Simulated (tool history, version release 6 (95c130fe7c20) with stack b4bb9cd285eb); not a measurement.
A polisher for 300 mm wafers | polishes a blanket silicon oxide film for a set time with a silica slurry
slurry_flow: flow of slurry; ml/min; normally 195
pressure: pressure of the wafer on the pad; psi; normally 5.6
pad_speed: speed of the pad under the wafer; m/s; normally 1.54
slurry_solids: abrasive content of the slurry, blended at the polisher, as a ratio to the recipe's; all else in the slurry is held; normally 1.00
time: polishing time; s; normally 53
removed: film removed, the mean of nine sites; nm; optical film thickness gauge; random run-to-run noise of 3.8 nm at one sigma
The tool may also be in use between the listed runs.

run,hour,slurry_flow,pressure,pad_speed,slurry_solids,time,"incoming thickness of the incoming film, nm",removed
1,0.0,195,5.6,1.54,1.00,53,1799.2,324.8
2,15.1,195,5.6,1.54,1.00,53,1809.5,327.1
# hour 39.5: conditioning disc replaced and pad reconditioned
# hour 56.6: slurry blender recalibrated
3,100.0,195,5.6,1.54,1.00,53,1779.8,347.2
4,131.3,195,5.6,1.54,1.00,53,1780.6,340.0
5,152.0,195,5.6,1.54,1.00,53,1808.9,348.2
# hour 191.4: slurry blender recalibrated
6,204.9,195,5.6,1.54,1.00,53,1815.9,340.8
7,218.5,195,5.6,1.54,1.00,53,1796.6,343.3
# hour 227.8: slurry nozzle cleaned
# hour 228.8: worn pad replaced by a new one
8,231.7,195,5.6,1.54,1.00,53,1786.6,338.2
9,264.5,195,5.6,1.54,1.00,53,1757.2,331.7
10,293.7,195,5.6,1.54,1.00,53,1792.5,330.8
# hour 328.0: slurry blender recalibrated
11,329.6,220,5.6,1.54,1.00,53,1782.7,329.9
12,344.2,195,5.6,1.10,1.00,43,1804.4,222.1
# hour 375.9: conditioning disc replaced and pad reconditioned
# hour 387.7: head pressure recalibrated
13,423.7,250,3.8,1.22,1.00,65,1793.4,256.5
14,436.5,195,7.5,1.54,1.00,53,1800.9,454.9
# hour 443.0: slurry blender recalibrated
# hour 454.9: worn pad replaced by a new one
15,456.7,195,7.6,1.54,1.00,53,1809.3,455.8
16,474.6,195,5.6,1.54,1.00,53,1772.9,334.6
17,498.4,195,5.6,1.54,1.00,37,1779.0,238.7
18,522.2,220,5.6,1.54,1.00,44,1796.4,280.5
# hour 553.6: slurry blender recalibrated
19,554.1,230,5.6,1.54,1.15,53,1775.3,357.3
20,568.5,195,5.6,1.54,1.00,53,1772.4,328.8
21,586.5,260,7.2,1.86,1.25,53,1781.2,533.4
22,619.8,195,4.9,1.84,1.00,44,1779.9,267.4

Alternative continuations, all from the tool just after run 22; predict every row:
A,620.2,195,5.6,1.94,1.00,53,1791.1,?
B,620.2,195,5.6,1.54,0.90,44,1791.1,?
C,620.2,235,5.6,1.54,1.00,53,1791.1,?
D,620.2,215,5.1,1.54,1.00,61,1791.1,?

run,removed
A,378.0
B,263.7
C,338.0
D,352.7
Without the tool's unlogged condition, the same runs would have read:
run,removed
A,406.4
B,280.5
C,359.6
D,373.3

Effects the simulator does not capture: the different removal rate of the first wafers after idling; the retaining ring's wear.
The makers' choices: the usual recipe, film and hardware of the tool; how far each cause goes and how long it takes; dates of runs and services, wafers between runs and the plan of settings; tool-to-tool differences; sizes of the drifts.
